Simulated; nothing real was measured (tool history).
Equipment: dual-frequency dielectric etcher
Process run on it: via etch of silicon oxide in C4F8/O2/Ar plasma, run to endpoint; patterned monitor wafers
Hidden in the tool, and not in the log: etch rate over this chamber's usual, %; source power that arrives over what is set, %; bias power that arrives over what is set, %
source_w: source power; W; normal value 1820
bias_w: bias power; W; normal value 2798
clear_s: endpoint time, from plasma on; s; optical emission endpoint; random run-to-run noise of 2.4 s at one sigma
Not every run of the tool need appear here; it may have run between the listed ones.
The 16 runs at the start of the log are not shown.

| run | hour | source_w | bias_w | wafers since the last listed run | hours since the last wet clean | hours since the last source power generator calibration | hours since the last bias power generator calibration | hours since the last upper electrode change | incoming incoming film thickness, nm | clear_s |
|---|---|---|---|---|---|---|---|---|---|---|
| 17 | 486.2 | 2060 | 2798 | 155 | 220.1 | 101.1 | 110.1 | 127.3 | 1538.0 | 246.3 |
| 18 | 519.9 | 1820 | 2798 | 271 | 253.8 | 134.8 | 143.8 | 161.0 | 1530.4 | 257.2 |
| 19 | 575.8 | 1820 | 2798 | 450 | 309.7 | 190.7 | 199.7 | 216.9 | 1544.6 | 265.5 |
|  | 613.0 | wet clean of the chamber |
| 20 | 613.5 | 1660 | 3091 | 110 | 0.5 | 228.4 | 237.4 | 254.6 | 1531.9 | 280.0 |
| 21 | 624.2 | 1380 | 2798 | 86 | 11.2 | 239.1 | 248.1 | 265.3 | 1552.4 | 316.5 |
| 22 | 650.5 | 1820 | 2798 | 212 | 37.5 | 265.4 | 274.4 | 291.6 | 1540.8 | 275.6 |
| 23 | 672.5 | 2000 | 2493 | 177 | 59.5 | 287.4 | 296.4 | 313.6 | 1536.8 | 263.1 |
| 24 | 700.9 | 1820 | 2584 | 229 | 87.9 | 315.8 | 324.8 | 342.0 | 1551.0 | 275.8 |
| 25 | 721.8 | 2200 | 2101 | 168 | 108.8 | 336.7 | 345.7 | 362.9 | 1544.6 | 255.2 |
| 26 | 756.7 | 2030 | 2600 | 281 | 143.7 | 371.6 | 380.6 | 397.8 | 1541.8 | 256.5 |
| 27 | 787.3 | 1490 | 2798 | 246 | 174.3 | 402.2 | 411.2 | 428.4 | 1532.0 | 298.2 |
| 28 | 809.7 | 1820 | 2182 | 180 | 196.7 | 424.6 | 433.6 | 450.8 | 1537.1 | 270.9 |
| 29 | 826.4 | 1820 | 2798 | 134 | 213.4 | 441.3 | 450.3 | 467.5 | 1543.1 | 266.0 |
| 30 | 849.7 | 1430 | 2973 | 187 | 236.7 | 464.6 | 473.6 | 490.8 | 1542.9 | 293.6 |

Consider 3 possible next runs. They are alternatives, not a sequence: every one starts from the tool as it was left by run 30. What does each give?
| A | 850.2 | 1820 | 2798 | 4 | 237.2 | 465.1 | 474.1 | 491.3 | 1536.1 | ? |
| B | 850.2 | 2070 | 2594 | 4 | 237.2 | 465.1 | 474.1 | 491.3 | 1536.1 | ? |
| C | 850.2 | 1820 | 2156 | 4 | 237.2 | 465.1 | 474.1 | 491.3 | 1536.1 | ? |

| run | clear_s |
|---|---|
| A | 261.0 |
| B | 246.8 |
| C | 270.2 |
Stripped of hidden state, with their random variation kept, the same runs would have yielded:
| run | clear_s |
|---|---|
| A | 267.6 |
| B | 253.0 |
| C | 277.0 |
